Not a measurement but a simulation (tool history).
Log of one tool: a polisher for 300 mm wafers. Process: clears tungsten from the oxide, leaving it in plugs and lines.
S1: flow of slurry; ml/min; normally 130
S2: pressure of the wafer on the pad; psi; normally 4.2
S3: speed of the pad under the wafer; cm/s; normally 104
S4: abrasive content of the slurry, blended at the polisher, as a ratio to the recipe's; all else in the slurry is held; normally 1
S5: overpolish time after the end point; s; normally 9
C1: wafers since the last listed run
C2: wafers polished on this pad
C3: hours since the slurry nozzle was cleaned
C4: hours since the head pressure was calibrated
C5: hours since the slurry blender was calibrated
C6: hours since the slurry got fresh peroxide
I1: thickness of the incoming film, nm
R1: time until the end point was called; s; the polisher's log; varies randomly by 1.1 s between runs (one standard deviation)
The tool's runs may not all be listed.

run   hour   S1   S2   S3    S4  S5   C1    C2     C3     C4     C5     C6     I1     R1
  1      0  130  4.2   92     1   9    0   445  430.3  725.8  193.8   83.2  455.2  111.8
  2   21.5  130  4.2   92     1   9  135   581  451.8  747.3  215.3  104.7  460.2  118.5
  3   45.2  130  4.2   92     1   9  149   731  475.5    771    239  128.4  456.9  120.3
  4     58  130  4.2  104     1   9   80   812  488.3  783.8  251.8  141.2  464.2  116.3
      69.7  -- slurry blender recalibrated
      93.1  -- slurry tank refilled with fresh slurry and peroxide
  5   93.6  130  4.2  104     1   9  206  1018  523.9  819.4   23.9    0.5  454.5  102.3
  6    108  130  3.9  104     1   9   91  1109  538.3  833.8   38.3   14.9  457.6  114.4
  7  125.3  130  3.9  104     1   9  109  1218  555.6  851.1   55.6   32.2  453.7  111.1
     132.7  -- worn pad replaced by a new one
     147.6  -- head pressure recalibrated
  8  158.6  115  3.6  120  0.75   9  172   151  588.9     11   88.9   65.5  453.4  126.8
  9  171.1  130  4.2  104     1   7   79   230  601.4   23.5  101.4     78  457.5  110.5
 10  204.1  130  4.2  104   1.1  13  208   438  634.4   56.5  134.4    111  447.6  108.5
 11  230.3  130  4.2  104     1   9  165   604  660.6   82.7  160.6  137.2  456.4  117.5
 12  244.7  130  4.2  122     1  12   91   695    675   97.1    175  151.6  455.9  105.1
 13  259.8  130  4.2  104     1   9   95   791  690.1  112.2  190.1  166.7  455.4  121.1
 14  283.1  130  4.2  104     1   9  147   938  713.4  135.5  213.4    190  456.7  123.5
     301.6  -- slurry tank refilled with fresh slurry and peroxide
 15  307.2  130  4.2   92     1   9  146  1084  737.5  159.6  237.5    5.6  456.3  111.7
 16    331  130  4.2   94     1   9  150  1234  761.3  183.4  261.3   29.4    458  111.2
     339.6  -- worn pad replaced by a new one
     346.1  -- slurry nozzle cleaned
     347.2  -- slurry blender recalibrated
 17    355  130  4.2  104     1   9  112    83    8.9  207.4    7.8   53.4  456.5   93.5
 18  390.7  130  3.8   88     1   6  225   309   44.6  243.1   43.5   89.1  459.9    119
 19  407.7  155  3.5  104     1   9  107   416   61.6  260.1   60.5  106.1    463  114.1
 20  434.6  130  4.2  104     1  14  170   586   88.5    287   87.4    133  449.3  102.6
 21  462.6  130    5  104     1   7  176   763  116.5    315  115.4    161  458.3     93
 22  485.9  130  2.9  104     1   9  147   910  139.8  338.3  138.7  184.3  446.6  149.2
 23  515.1  130  4.2   84     1   9  184  1095    169  367.5  167.9  213.5  462.1  133.9
     528.6  -- slurry tank refilled with fresh slurry and peroxide
 24  548.8  130  4.2   72     1   5  206  1302  202.7  401.2  201.6   20.2  459.3  122.6
     566.4  -- worn pad replaced by a new one
 25  577.6  130  3.1  104     1   9  156    70  231.5    430  230.4     49    465  130.6
     595.5  -- slurry blender recalibrated
 26  597.8  130  4.2  104   1.2   9  115   186  251.7  450.2    2.3   69.2  454.4     95
 27  618.5  130  4.2  104     1   9  130   316  272.4  470.9     23   89.9  455.7  103.7

Consider 3 possible next runs. They are alternatives, not a sequence: every one starts from the tool as it was left by run 27. What does each give?
  A  618.9  130  4.2  104     1   9   2  319  272.8  471.3  23.4  90.3  463.8   ?
  B  618.9   90  4.2   82   1.1  11   2  319  272.8  471.3  23.4  90.3  463.8   ?
  C  618.9  130  4.2  104  1.15   9   2  319  272.8  471.3  23.4  90.3  463.8   ?

run     R1
  A  104.4
  B  134.4
  C  101.2
With the hidden condition removed and each run's random variation left untouched, the same runs would have given:
run     R1
  A   88.1
  B  109.1
  C   85.4

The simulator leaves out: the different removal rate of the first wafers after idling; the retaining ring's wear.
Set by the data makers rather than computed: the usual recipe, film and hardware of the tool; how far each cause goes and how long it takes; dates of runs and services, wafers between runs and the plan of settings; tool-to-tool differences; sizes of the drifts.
